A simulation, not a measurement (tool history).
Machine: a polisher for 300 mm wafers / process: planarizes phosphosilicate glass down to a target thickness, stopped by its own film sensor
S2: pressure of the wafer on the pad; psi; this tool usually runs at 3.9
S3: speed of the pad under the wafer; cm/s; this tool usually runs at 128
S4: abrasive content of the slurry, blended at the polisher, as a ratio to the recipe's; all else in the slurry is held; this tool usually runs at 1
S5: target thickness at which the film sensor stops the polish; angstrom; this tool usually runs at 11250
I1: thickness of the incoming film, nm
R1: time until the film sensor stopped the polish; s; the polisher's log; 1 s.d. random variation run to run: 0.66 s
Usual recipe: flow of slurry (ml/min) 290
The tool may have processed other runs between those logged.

Run 1, hour 0: usual settings but S4 1.2; I1 1929. Result: R1 78 s.
Run 2, hour 20.1: usual settings but S4 1.2; I1 1933.3. Result: R1 78.3 s.
Run 3, hour 32.3: usual settings but S4 1.2; I1 1932. Result: R1 79.4 s.
Run 4, hour 67.7: usual settings; I1 1929.7. Result: R1 89.9 s.
Run 5, hour 96.7: usual settings; I1 1942.2. Result: R1 94.1 s.
Run 6, hour 118.5: usual settings but S2 4.2 psi; I1 1927.6. Result: R1 88.8 s.
At hour 127.2: worn pad replaced by a new one.
At hour 135.2: conditioning disc replaced and pad reconditioned.
Run 7, hour 142.2: usual settings but S2 4.2 psi; I1 1958.5. Result: R1 82.8 s.
Run 8, hour 155.9: usual settings but S2 4.2 psi; I1 1917.8. Result: R1 79.4 s.
Run 9, hour 168.8: usual settings; I1 1943.9. Result: R1 88.7 s.
Run 10, hour 203.7: usual settings; I1 1925.7. Result: R1 86.6 s.
At hour 216: slurry blender recalibrated.
At hour 217.5: slurry nozzle cleaned.
Run 11, hour 226.7: usual settings; I1 1942.3. Result: R1 89.3 s.
Run 12, hour 247.7: usual settings but flow of slurry (ml/min) 355, S2 4.9 psi, S3 88 cm/s, S5 8430 angstrom; I1 1950.6. Result: R1 133.4 s.
Run 13, hour 262: usual settings; I1 1933.3. Result: R1 92.2 s.
At hour 292.6: worn pad replaced by a new one.
At hour 332.9: conditioning disc replaced and pad reconditioned.
Run 14, hour 338.8: usual settings but flow of slurry (ml/min) 330, S4 0.85; I1 1943.2. Result: R1 99.5 s.
At hour 343: head pressure recalibrated.
Run 15, hour 354.8: usual settings; I1 1949.2. Result: R1 81.6 s.
Run 16, hour 389.8: usual settings but S2 4.2 psi; I1 1930.9. Result: R1 75.5 s.
Run 17, hour 420.9: usual settings but flow of slurry (ml/min) 335, S5 10400 angstrom; I1 1972.8. Result: R1 93.3 s.
At hour 444.6: worn pad replaced by a new one.
Run 18, hour 448.1: usual settings; I1 1941.6. Result: R1 84.7 s.
At hour 455.7: slurry nozzle cleaned.
Run 19, hour 466.7: usual settings but flow of slurry (ml/min) 260, S5 8430 angstrom; I1 1933.8. Result: R1 115.3 s.
At hour 506.1: slurry blender recalibrated.
At hour 533: conditioning disc replaced and pad reconditioned.
Run 20, hour 536.2: usual settings; I1 1977.3. Result: R1 83.4 s.
Run 21, hour 553: usual settings; I1 1920.4. Result: R1 79.1 s.
Run 22, hour 570.8: usual settings but S2 4.7 psi, S3 158 cm/s, S4 0.8; I1 1988.2. Result: R1 71.9 s.
At hour 590.5: worn pad replaced by a new one.
Run 23, hour 591: usual settings but S4 1.25, S5 13160 angstrom; I1 1940.1. Result: R1 55.1 s.
Run 24, hour 618.4: usual settings but flow of slurry (ml/min) 335, S2 4.8 psi, S4 0.75; I1 1968.7. Result: R1 88.6 s.
Run 25, hour 633.4: usual settings but flow of slurry (ml/min) 235, S3 164 cm/s, S4 0.8, S5 13050 angstrom; I1 1959. Result: R1 68.1 s.

Forecast each of these 4 alternatives for the next run:
Run A, hour 633.8: usual settings but S2 3.3 psi; I1 1953. Result: R1 ?.
Run B, hour 633.8: usual settings but S5 12730 angstrom; I1 1953. Result: R1 ?.
Run C, hour 633.8: usual settings but flow of slurry (ml/min) 250, S3 88 cm/s; I1 1953. Result: R1 ?.
Run D, hour 633.8: usual settings but flow of slurry (ml/min) 380, S4 1.25; I1 1953. Result: R1 ?.

run     R1
  A   98.4
  B     70
  C  115.5
  D   73.6
Without the tool's unlogged condition, the same runs would have read:
run     R1
  A   93.8
  B   66.3
  C  110.8
  D   69.7
